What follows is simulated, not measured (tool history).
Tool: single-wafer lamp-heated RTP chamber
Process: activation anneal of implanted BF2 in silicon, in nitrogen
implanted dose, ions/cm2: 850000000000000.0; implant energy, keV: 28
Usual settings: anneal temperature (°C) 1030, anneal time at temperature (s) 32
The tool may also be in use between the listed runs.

run   hour  anneal temperature (°C)  anneal time at temperature (s)  wafers since the last listed run  wafers since the last pyrometer calibration  wafers since the reflector plate was cleaned  hours since the gauge calibration  read-back reference wafer on the same gauge, sheet resistance  sheet resistance of the implanted and annealed layer (ohm/square)
  1      0                     1030                              32                                 0                                         2835                                          3073                              436.2                                                         155.29                                                             140.15
  2   27.3                     1030                              32                               313                                         3149                                          3387                              463.5                                                         154.95                                                             138.67
  3   46.4                     1030                              32                               219                                         3368                                          3606                              482.6                                                         154.65                                                             139.24
  4   62.8                     1030                              32                               188                                         3557                                          3795                                499                                                         154.47                                                             139.78
  5   85.1                     1044                              45                               256                                         3814                                          4052                              521.3                                                         154.69                                                             133.39
  6  107.6                     1030                              32                               258                                         4072                                          4310                              543.8                                                         155.11                                                             139.78
  7  130.8                     1030                              32                               266                                         4339                                          4577                                567                                                         154.42                                                             138.45
  8  165.4                     1030                              32                               397                                         4737                                          4975                              601.6                                                         154.68                                                             140.68
  9  188.1                     1030                              32                               261                                         4998                                          5236                              624.3                                                         154.91                                                             140.15
 10  200.5                     1030                              32                               142                                         5141                                          5379                              636.7                                                         154.73                                                             140.54
 11  231.6                     1030                              32                               357                                         5498                                          5736                              667.8                                                         155.05                                                             140.17
     260.5  -- gauge calibrated
 12  266.8                     1030                              32                               404                                         5903                                          6141                                6.3                                                         154.75                                                             140.93
 13  296.5                     1030                              38                               341                                         6245                                          6483                                 36                                                         155.41                                                             139.16
       313  -- reflector plate cleaned
 14  313.5                     1002                              16                               103                                         6348                                             5                                 53                                                         155.11                                                             162.37
 15  331.2                     1019                              24                               203                                         6552                                           209                               70.7                                                         155.28                                                             147.42
 16  344.1                     1030                              39                               148                                         6700                                           357                               83.6                                                         155.14                                                             138.72
     436.4  -- pyrometer window cleaned and pyrometer calibrated
 17    450                     1058                              38                              1125                                          156                                          1483                              189.5                                                         154.81                                                             129.17
 18  483.9                     1011                              41                               389                                          546                                          1873                              223.4                                                          154.7                                                             146.11
 19  514.5                     1022                              22                               351                                          898                                          2225                                254                                                         155.28                                                             148.67
 20  536.1                     1052                              16                               248                                         1147                                          2473                              275.6                                                         155.17                                                             139.55
 21  554.8                     1044                              42                               215                                         1362                                          2688                              294.3                                                         154.92                                                              132.7
 22  579.8                     1014                              44                               287                                         1649                                          2976                              319.3                                                         155.29                                                             142.78
 23  608.6                     1044                              45                               331                                         1980                                          3307                              348.1                                                         155.07                                                             132.39

Forecast each of these 4 alternatives for the next run:
  A   609                     1030                              32                                 4                                         1985                                          3312                              348.5                                                              ?                                                                  ?
  B   609                     1011                              46                                 4                                         1985                                          3312                              348.5                                                              ?                                                                  ?
  C   609                     1018                              20                                 4                                         1985                                          3312                              348.5                                                              ?                                                                  ?
  D   609                     1030                              21                                 4                                         1985                                          3312                              348.5                                                              ?                                                                  ?

run  read-back reference wafer on the same gauge, sheet resistance  sheet resistance of the implanted and annealed layer (ohm/square)
  A                                                         154.58                                                             139.23
  B                                                         154.58                                                             143.43
  C                                                         154.58                                                              148.8
  D                                                         154.58                                                             143.25
Without the tool's hidden state the same runs would have given:
run  sheet resistance of the implanted and annealed layer (ohm/square)
  A                                                             139.23
  B                                                             143.43
  C                                                              148.8
  D                                                             143.25
